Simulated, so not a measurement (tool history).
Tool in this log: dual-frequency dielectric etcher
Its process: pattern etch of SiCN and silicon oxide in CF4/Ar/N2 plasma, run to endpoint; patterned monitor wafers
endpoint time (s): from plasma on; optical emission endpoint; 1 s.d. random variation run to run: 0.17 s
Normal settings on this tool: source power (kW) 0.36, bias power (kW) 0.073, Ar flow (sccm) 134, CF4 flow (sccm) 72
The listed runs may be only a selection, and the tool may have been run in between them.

run     day  source power (kW)  bias power (kW)  Ar flow (sccm)  CF4 flow (sccm)  wafers since the last listed run  hours since the last wet clean  hours since the last source power generator calibration  hours since the last bias power generator calibration  hours since the last Ar flow controller change  hours since the last CF4 flow controller change  hours since the last upper electrode change  incoming incoming film thickness, nm  endpoint time (s)
  1       0               0.36            0.073             134               72                                 0                           373.7                                                   1914.5                                                 2639.1                                          5642.6                                           4124.4                                       4015.9                                 15.22               22.2
      0.983  -- source power generator calibrated
      1.479  -- wet clean of the chamber
  2     1.5               0.36            0.073             134               72                               403                             0.5                                                     12.4                                                 2675.1                                          5678.6                                           4160.4                                       4051.9                                 15.22               19.9
  3   2.217               0.36            0.073             134               72                               345                            17.7                                                     29.6                                                 2692.3                                          5695.8                                           4177.6                                       4069.1                                  15.1               19.8
  4   2.912               0.36            0.073             134               72                               335                            34.4                                                     46.3                                                   2709                                          5712.5                                           4194.3                                       4085.8                                 14.93               19.8
  5    3.85               0.36            0.073             134               72                               451                            56.9                                                     68.8                                                 2731.5                                            5735                                           4216.8                                       4108.3                                 15.17               20.1
      4.496  -- Ar flow controller replaced
  6   4.579               0.36            0.073             134               72                               230                            74.4                                                     86.3                                                   2749                                               2                                           4234.3                                       4125.8                                 15.14               20.3
  7   5.842               0.36            0.073             134               72                               608                           104.7                                                    116.6                                                 2779.3                                            32.3                                           4264.6                                       4156.1                                 15.17               20.3
      7.083  -- upper electrode replaced
  8   7.104               0.36            0.073             134               72                               126                             135                                                    146.9                                                 2809.6                                            62.6                                           4294.9                                          0.5                                 15.01                 20
  9   7.121               0.36            0.073             124               64                                 8                           135.4                                                    147.3                                                   2810                                              63                                           4295.3                                          0.9                                 15.14               20.2
 10   8.088                0.4            0.073             134               72                               465                           158.6                                                    170.5                                                 2833.2                                            86.2                                           4318.5                                         24.1                                 15.06               18.1
      9.067  -- bias power generator calibrated
        9.6  -- wet clean of the chamber, repeated, since the last time left the tool worse
 11   9.621                0.3            0.083             120               65                               400                             0.5                                                    207.3                                                   13.3                                             123                                           4355.3                                         60.9                                 15.01               23.7
 12  10.671               0.36            0.088             134               72                               505                            25.7                                                    232.5                                                   38.5                                           148.2                                           4380.5                                         86.1                                 15.15               19.2
 13  11.958               0.36            0.078             134               81                               620                            56.6                                                    263.4                                                   69.4                                           179.1                                           4411.4                                          117                                    15               20.3
 14  12.529               0.44            0.073             134               87                               275                            70.3                                                    277.1                                                   83.1                                           192.8                                           4425.1                                        130.7                                 15.06                 17
 15  13.988               0.32            0.073             123               72                               702                           105.3                                                    312.1                                                  118.1                                           227.8                                           4460.1                                        165.7                                 15.13               23.8
     14.383  -- CF4 flow controller replaced
 16  14.729               0.36            0.073             134               72                               236                           123.1                                                    329.9                                                  135.9                                           245.6                                              8.3                                        183.5                                 15.04               21.3
 17  15.879               0.44            0.057             115               72                               554                           150.7                                                    357.5                                                  163.5                                           273.2                                             35.9                                        211.1                                 15.02               19.6
 18  17.167               0.28            0.073             134               72                               620                           181.6                                                    388.4                                                  194.4                                           304.1                                             66.8                                          242                                 15.07               28.1
 19  17.933               0.44             0.08             120               63                               369                             200                                                    406.8                                                  212.8                                           322.5                                             85.2                                        260.4                                 14.97               16.6
 20  18.838               0.45            0.066             107               72                               435                           221.7                                                    428.5                                                  234.5                                           344.2                                            106.9                                        282.1                                 15.23               17.7
 21  19.725               0.36            0.087             158               60                               427                             243                                                    449.8                                                  255.8                                           365.5                                            128.2                                        303.4                                 15.08               20.8
 22  21.008               0.36            0.081             134               59                               618                           273.8                                                    480.6                                                  286.6                                           396.3                                              159                                        334.2                                 15.11               21.1
 23  21.621               0.36            0.073             134               72                               295                           288.5                                                    495.3                                                  301.3                                             411                                            173.7                                        348.9                                 15.03               21.7
 24  22.608               0.36            0.073             124               64                               475                           312.2                                                      519                                                    325                                           434.7                                            197.4                                        372.6                                    15                 22
 25  23.675               0.36            0.073             134               72                               513                           337.8                                                    544.6                                                  350.6                                           460.3                                              223                                        398.2                                 15.07                 22

Here are 3 independent what-if runs from the current tool condition. What would each one return?
  A  23.692               0.36            0.073             134               72                                 8                           338.2                                                      545                                                    351                                           460.7                                            223.4                                        398.6                                 15.08                  ?
  B  23.692               0.44            0.078             149               64                                 8                           338.2                                                      545                                                    351                                           460.7                                            223.4                                        398.6                                 15.08                  ?
  C  23.692               0.42            0.073             134               72                                 8                           338.2                                                      545                                                    351                                           460.7                                            223.4                                        398.6                                 15.08                  ?

run  endpoint time (s)
  A               22.2
  B               17.9
  C               18.9
Take away the tool's hidden state, keep each run's random variation, and the runs would have read:
run  endpoint time (s)
  A               21.4
  B               17.3
  C               18.3

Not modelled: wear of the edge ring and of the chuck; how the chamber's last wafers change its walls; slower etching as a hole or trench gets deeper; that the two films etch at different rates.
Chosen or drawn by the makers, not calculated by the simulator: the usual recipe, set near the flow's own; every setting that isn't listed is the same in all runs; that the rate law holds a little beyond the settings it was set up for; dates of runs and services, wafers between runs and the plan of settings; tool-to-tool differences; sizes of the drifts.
